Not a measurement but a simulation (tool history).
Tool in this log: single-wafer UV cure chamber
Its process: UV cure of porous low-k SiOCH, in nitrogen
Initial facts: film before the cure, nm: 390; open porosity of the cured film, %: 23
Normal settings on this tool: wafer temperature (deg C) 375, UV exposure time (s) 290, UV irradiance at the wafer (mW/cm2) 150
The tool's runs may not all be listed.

| run | day | wafer temperature (deg C) | UV exposure time (s) | UV irradiance at the wafer (mW/cm2) | loss of film thickness in the cure (%) |
|---|---|---|---|---|---|
| 1 | 0 | 375 | 230 | 174 | 13.223 |
| 2 | 2.479 | 375 | 230 | 174 | 13.274 |
|  | 2.971 | quartz window cleaned |
| 3 | 4.446 | 375 | 230 | 174 | 13.136 |
| 4 | 6.479 | 375 | 385 | 150 | 14.983 |
| 5 | 8.133 | 375 | 385 | 150 | 15.301 |
| 6 | 9.917 | 375 | 385 | 150 | 15.089 |
| 7 | 12.367 | 375 | 290 | 150 | 13.576 |
| 8 | 14.992 | 375 | 220 | 150 | 12.069 |
|  | 15.342 | quartz window cleaned |
| 9 | 17.283 | 385 | 150 | 119 | 9.461 |
| 10 | 18.592 | 375 | 200 | 150 | 11.758 |
|  | 20.742 | UV bulbs replaced |
| 11 | 20.988 | 375 | 150 | 150 | 11.619 |
| 12 | 23.417 | 375 | 385 | 150 | 15.986 |
| 13 | 25.938 | 393 | 460 | 187 | 18.322 |
| 14 | 28.108 | 360 | 345 | 181 | 15.863 |
|  | 29.108 | quartz window cleaned |
| 15 | 30.133 | 375 | 160 | 133 | 10.948 |

5 ways to go on from here, each from the tool as it stands after run 15. What would each give?
| A | 30.154 | 375 | 290 | 150 | ? |
| B | 30.154 | 375 | 125 | 133 | ? |
| C | 30.154 | 375 | 450 | 150 | ? |
| D | 30.154 | 375 | 190 | 125 | ? |
| E | 30.154 | 362 | 440 | 137 | ? |

| run | loss of film thickness in the cure (%) |
|---|---|
| A | 14.018 |
| B | 9.484 |
| C | 16.22 |
| D | 11.113 |
| E | 15.371 |
With the hidden condition removed and each run's random variation left untouched, the same runs would have given:
| run | loss of film thickness in the cure (%) |
|---|---|
| A | 14.929 |
| B | 10.313 |
| C | 17.15 |
| D | 11.973 |
| E | 16.296 |

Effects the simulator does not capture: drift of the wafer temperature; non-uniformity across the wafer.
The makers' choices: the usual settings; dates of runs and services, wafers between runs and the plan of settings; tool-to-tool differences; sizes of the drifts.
